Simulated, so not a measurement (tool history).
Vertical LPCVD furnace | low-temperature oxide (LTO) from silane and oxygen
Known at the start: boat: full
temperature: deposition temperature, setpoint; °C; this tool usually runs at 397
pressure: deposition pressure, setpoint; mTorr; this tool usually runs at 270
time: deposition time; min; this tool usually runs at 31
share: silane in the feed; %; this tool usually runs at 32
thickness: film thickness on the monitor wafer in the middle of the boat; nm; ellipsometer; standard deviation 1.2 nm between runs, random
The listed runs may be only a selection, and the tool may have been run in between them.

run	hour	temperature	pressure	time	share	read-back reference wafer on the same gauge, thickness	thickness
1	0	397	270	31	32	275.24	259.19
2	63.9	397	270	31	32	274.85	262.97
3	122.5	397	270	31	32	275.02	264.25
4	155.8	397	270	31	32	274.84	263.42
5	186.1	397	270	31	32	275.18	261.53
6	247.5	404	270	31	32	275.12	281.84
7	277.6	397	270	31	32	274.95	262.85
8	322.4	405	270	20	32	275.02	187.05
9	359.5	405	305	18.5	38	275.08	239.99
10	537.8	389	320	31	32	275.24	285.45
11	573.7	393	215	40	38	275.01	323.86
# hour 631.1: gauge calibrated
12	638.8	397	270	31	32	275.07	267.3
13	697.2	397	270	31	26	275.06	195.56
14	768.1	407	270	31	29	275.29	262.28
15	818.8	393	310	31	27	274.8	228.78
16	889.4	409	335	31	32	274.95	379.02
# hour 940.5: pressure gauge zeroed
17	941	393	245	25.5	28	275.06	157.94
18	964.2	400	270	31	32	274.96	275.09
19	998.9	391	210	31	32	274.96	193.35
20	1031.7	397	230	31	32	275.34	225.39
# hour 1071.2: silane flow controller replaced
21	1088.9	404	305	35.5	26	275.16	257.95
22	1138.4	397	290	20.5	32	274.94	178.06
23	1167.6	397	305	31	27	275.36	219.35
24	1219.7	397	270	31	32	274.88	252.13
25	1284.3	397	270	31	32	274.77	252.33
26	1345.9	397	290	31	32	275.13	268.82
27	1406.2	397	305	31	32	275.14	280.96
28	1433.3	397	230	26.5	35	275.15	207.01
29	1484.2	397	215	35	32	275.37	228.64
30	1534.7	397	335	41	38	274.91	525.71
31	1563.9	401	270	40.5	26	274.94	254.89

Consider 4 possible next runs. They are alternatives, not a sequence: every one starts from the tool as it was left by run 31. What does each give?
A	1568	397	270	31	32	?	?
B	1568	388	270	31	32	?	?
C	1568	397	225	31	32	?	?
D	1568	397	225	31	38	?	?

run	read-back reference wafer on the same gauge, thickness	thickness
A	275.1	252.2
B	275.1	226.44
C	275.1	210.17
D	275.1	264.77
Stripped of hidden state, with their random variation kept, the same runs would have yielded:
run	thickness
A	246.44
B	221.07
C	205.36
D	258.81

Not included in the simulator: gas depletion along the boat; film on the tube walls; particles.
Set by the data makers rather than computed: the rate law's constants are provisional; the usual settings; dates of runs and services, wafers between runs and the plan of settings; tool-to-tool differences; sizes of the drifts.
